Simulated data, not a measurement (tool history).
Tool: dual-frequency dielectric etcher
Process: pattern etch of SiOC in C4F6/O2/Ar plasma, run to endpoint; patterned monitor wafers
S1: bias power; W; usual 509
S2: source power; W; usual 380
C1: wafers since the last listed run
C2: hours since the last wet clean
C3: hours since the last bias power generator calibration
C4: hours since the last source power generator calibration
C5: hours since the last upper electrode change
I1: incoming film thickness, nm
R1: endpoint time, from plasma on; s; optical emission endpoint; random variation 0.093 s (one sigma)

| run | hour | S1 | S2 | C1 | C2 | C3 | C4 | C5 | I1 | R1 |
|---|---|---|---|---|---|---|---|---|---|---|
| 1 | 0 | 509 | 340 | 0 | 220.4 | 2084.4 | 4520.4 | 3766.3 | 34.34 | 11.6 |
| 2 | 8.6 | 509 | 340 | 117 | 229 | 2093 | 4529 | 3774.9 | 34.64 | 11.6 |
| 3 | 49.6 | 509 | 340 | 558 | 270 | 2134 | 4570 | 3815.9 | 34.08 | 11.5 |
| 4 | 102.4 | 541 | 380 | 719 | 322.8 | 2186.8 | 4622.8 | 3868.7 | 34.18 | 10.8 |
| 5 | 111.5 | 541 | 380 | 123 | 331.9 | 2195.9 | 4631.9 | 3877.8 | 34.27 | 11 |
| 6 | 121.1 | 509 | 380 | 130 | 341.5 | 2205.5 | 4641.5 | 3887.4 | 34.32 | 11.2 |
| 7 | 139 | 509 | 380 | 243 | 359.4 | 2223.4 | 4659.4 | 3905.3 | 34.27 | 11.3 |
| 8 | 153.2 | 509 | 380 | 193 | 373.6 | 2237.6 | 4673.6 | 3919.5 | 34.46 | 11.4 |
| 9 | 162.7 | 509 | 380 | 129 | 383.1 | 2247.1 | 4683.1 | 3929 | 34.3 | 11.3 |
| 10 | 169.7 | 509 | 380 | 95 | 390.1 | 2254.1 | 4690.1 | 3936 | 34.37 | 11.2 |
| 11 | 178.7 | 509 | 380 | 122 | 399.1 | 2263.1 | 4699.1 | 3945 | 34.39 | 11.2 |
|  | 218.6 | wet clean of the chamber |
| 12 | 219.1 | 509 | 380 | 223 | 0.5 | 2303.5 | 4739.5 | 3985.4 | 34.21 | 10.8 |
| 13 | 232.5 | 509 | 380 | 182 | 13.9 | 2316.9 | 4752.9 | 3998.8 | 34.05 | 10.8 |
|  | 241.4 | source power generator calibrated |
| 14 | 246.6 | 509 | 380 | 137 | 28 | 2331 | 5.2 | 4012.9 | 34.03 | 11.1 |
| 15 | 257 | 509 | 380 | 141 | 38.4 | 2341.4 | 15.6 | 4023.3 | 34.42 | 11 |
| 16 | 272.5 | 509 | 380 | 211 | 53.9 | 2356.9 | 31.1 | 4038.8 | 34.46 | 11.1 |
|  | 287.5 | bias power generator calibrated |
|  | 296.6 | upper electrode replaced |
| 17 | 297.1 | 509 | 380 | 156 | 78.5 | 9.6 | 55.7 | 0.5 | 34.26 | 11.1 |
| 18 | 297.5 | 599 | 310 | 5 | 78.9 | 10 | 56.1 | 0.9 | 34.37 | 10.5 |
| 19 | 307.8 | 509 | 410 | 140 | 89.2 | 20.3 | 66.4 | 11.2 | 34.21 | 10.8 |
| 20 | 325 | 631 | 340 | 234 | 106.4 | 37.5 | 83.6 | 28.4 | 34.2 | 10.1 |
| 21 | 333.3 | 450 | 300 | 113 | 114.7 | 45.8 | 91.9 | 36.7 | 34.13 | 12.6 |
| 22 | 350.4 | 509 | 380 | 232 | 131.8 | 62.9 | 109 | 53.8 | 34.39 | 11 |
| 23 | 366.4 | 549 | 460 | 217 | 147.8 | 78.9 | 125 | 69.8 | 34.28 | 10.1 |
| 24 | 379.7 | 509 | 380 | 181 | 161.1 | 92.2 | 138.3 | 83.1 | 34.33 | 11.1 |
| 25 | 392.8 | 580 | 460 | 178 | 174.2 | 105.3 | 151.4 | 96.2 | 34.28 | 9.9 |
| 26 | 400.5 | 414 | 450 | 104 | 181.9 | 113 | 159.1 | 103.9 | 34.33 | 12.1 |
| 27 | 415.9 | 598 | 450 | 209 | 197.3 | 128.4 | 174.5 | 119.3 | 34.42 | 10 |
| 28 | 430.1 | 509 | 380 | 193 | 211.5 | 142.6 | 188.7 | 133.5 | 34.13 | 11.2 |
| 29 | 448 | 509 | 380 | 243 | 229.4 | 160.5 | 206.6 | 151.4 | 34.37 | 11.4 |
| 30 | 455.9 | 582 | 410 | 107 | 237.3 | 168.4 | 214.5 | 159.3 | 34.23 | 10.2 |

Forecast run 31:
| 31 | 471.2 | 606 | 320 | 208 | 252.6 | 183.7 | 229.8 | 174.6 | 34.38 | ? |

R1: 10.9 s
Without the tool's hidden state the same run would have given R1 10.6 s.

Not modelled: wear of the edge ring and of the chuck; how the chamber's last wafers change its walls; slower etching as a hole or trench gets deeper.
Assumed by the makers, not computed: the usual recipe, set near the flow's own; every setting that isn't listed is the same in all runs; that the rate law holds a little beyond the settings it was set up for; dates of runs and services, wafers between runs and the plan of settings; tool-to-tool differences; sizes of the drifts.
